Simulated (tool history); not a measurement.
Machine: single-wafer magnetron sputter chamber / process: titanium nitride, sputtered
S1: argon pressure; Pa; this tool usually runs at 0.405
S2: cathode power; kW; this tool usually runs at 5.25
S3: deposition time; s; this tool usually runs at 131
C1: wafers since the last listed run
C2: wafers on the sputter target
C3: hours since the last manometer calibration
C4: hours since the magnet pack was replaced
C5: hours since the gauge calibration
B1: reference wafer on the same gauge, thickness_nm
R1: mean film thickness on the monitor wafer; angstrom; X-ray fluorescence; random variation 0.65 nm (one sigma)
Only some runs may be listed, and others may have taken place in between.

run    hour     S1    S2   S3    C1     C2      C3       C4      C5       B1       R1
  1       0  0.405  5.25  131     0   9634  1744.2   9492.2  1465.9   129.91  1110.84
  2    82.3  0.329  5.25  131  1263  10897  1826.5   9574.5  1548.2   130.13  1140.64
  3   119.5  0.329  5.25  131   571  11468  1863.7   9611.7  1585.4  130.017  1134.91
        287  -- sputter target and shields replaced
  4     353  0.329  5.25  131  3461   1013  2097.2   9845.2  1818.9  129.928  1184.04
  5   415.3  0.405  5.55  131   956   1970  2159.5   9907.5  1881.2   129.95  1193.54
  6   502.2  0.405  5.65  131  1334   3304  2246.4   9994.4  1968.1  129.961  1195.77
  7   596.3  0.405  5.65  131  1444   4748  2340.5  10088.5  2062.2    130.1   1194.5
      613.5  -- magnet pack replaced
  8   654.8  0.405  5.65  131   775   5523    2399     41.3  2120.7  130.355  1188.61
      700.2  -- capacitance manometer re-zeroed and calibrated
  9   701.7  0.405  5.25  131   597   6121     1.5     88.2  2167.6   130.16  1119.69
 10     809  0.405  5.25  131  1647   7768   108.8    195.5  2274.9  130.075  1104.51
 11   871.6  0.405  5.25  124   961   8729   171.4    258.1  2337.5   129.95  1039.97
 12   955.5  0.446  4.65  131  1287  10017   255.3      342  2421.4    130.1   984.86
     1002.5  -- sputter target and shields replaced
 13    1057  0.405  5.25  131  1435    835   356.8    443.5  2522.9  129.734  1163.29
 14  1153.1  0.405  6.05  131  1475   2311   452.9    539.6    2619  129.878  1275.22
 15  1250.2  0.271  3.95  131  1490   3801     550    636.7  2716.1  130.182   916.83
 16  1308.7  0.405  5.95  147   898   4699   608.5    695.2  2774.6  130.074   1386.9
 17  1390.8  0.405  5.65  131  1260   5960   690.6    777.3  2856.7  130.057  1185.32
 18  1433.6  0.405  4.55  155   657   6617   733.4    820.1  2899.5  130.182  1158.35
     1447.4  -- gauge calibrated
 19  1525.9  0.301  5.25  119  1416   8034   825.7    912.4    78.5  129.743  1031.96
 20  1633.2  0.405   6.4  131  1647   9681     933   1019.7   185.8  129.962  1291.36
 21  1706.6  0.405   4.8  131  1126  10808  1006.4   1093.1   259.2   129.77  1018.67
 22  1797.7  0.405  5.65  131  1398  12206  1097.5   1184.2   350.3  130.134  1159.57
     1867.9  -- sputter target and shields replaced
 23  1868.4  0.405  5.25  131   962      6  1168.2   1254.9     421  129.853  1172.07
 24  1907.8  0.483  5.25  131   604    611  1207.6   1294.3   460.4  129.876  1138.36
 25  2000.5  0.405  5.65  131  1423   2034  1300.3     1387   553.1  129.969  1222.57
 26    2040  0.348  4.45  108   606   2641  1339.8   1426.5   592.6  130.233   825.99
 27  2109.3  0.405  5.25  121  1063   3705  1409.1   1495.8   661.9  129.995  1043.17
 28  2154.1  0.405  5.25  156   687   4392  1453.9   1540.6   706.7  130.192  1352.13
 29  2243.3  0.333   4.6  153  1369   5762  1543.1   1629.8   795.9  129.985  1218.12
 30  2333.9  0.266  5.25  151  1390   7153  1633.7   1720.4   886.5  129.784  1335.44
 31  2418.9  0.492   6.4  145  1304   8457  1718.7   1805.4   971.5  129.961  1419.89
 32    2493  0.306  5.25  145  1137   9595  1792.8   1879.5  1045.6  129.701  1276.63
 33  2587.9  0.405   4.7  131  1456  11052  1887.7   1974.4  1140.5  129.766  1010.71
     2792.8  -- sputter target and shields replaced
 34  2821.3  0.405   5.8  131  3460    437  2121.1   2207.8  1373.9  130.043  1270.46
 35  2880.9  0.517  5.25  131   914   1352  2180.7   2267.4  1433.5  130.228  1107.74

Predict each of these 3 candidate next runs independently; none follows another, all start after run 35:
  A  2881.3  0.405  5.25  105   6  1358  2181.1  2267.8  1433.9   ?   ?
  B  2881.3  0.461   4.1  131   6  1358  2181.1  2267.8  1433.9   ?   ?
  C  2881.3  0.405   6.1  131   6  1358  2181.1  2267.8  1433.9   ?   ?

run      B1       R1
  A  129.84   925.46
  B  129.84   924.81
  C  129.84  1312.27
Take away the tool's hidden state, keep each run's random variation, and the runs would have read:
run       R1
  A   949.31
  B   948.64
  C  1346.09
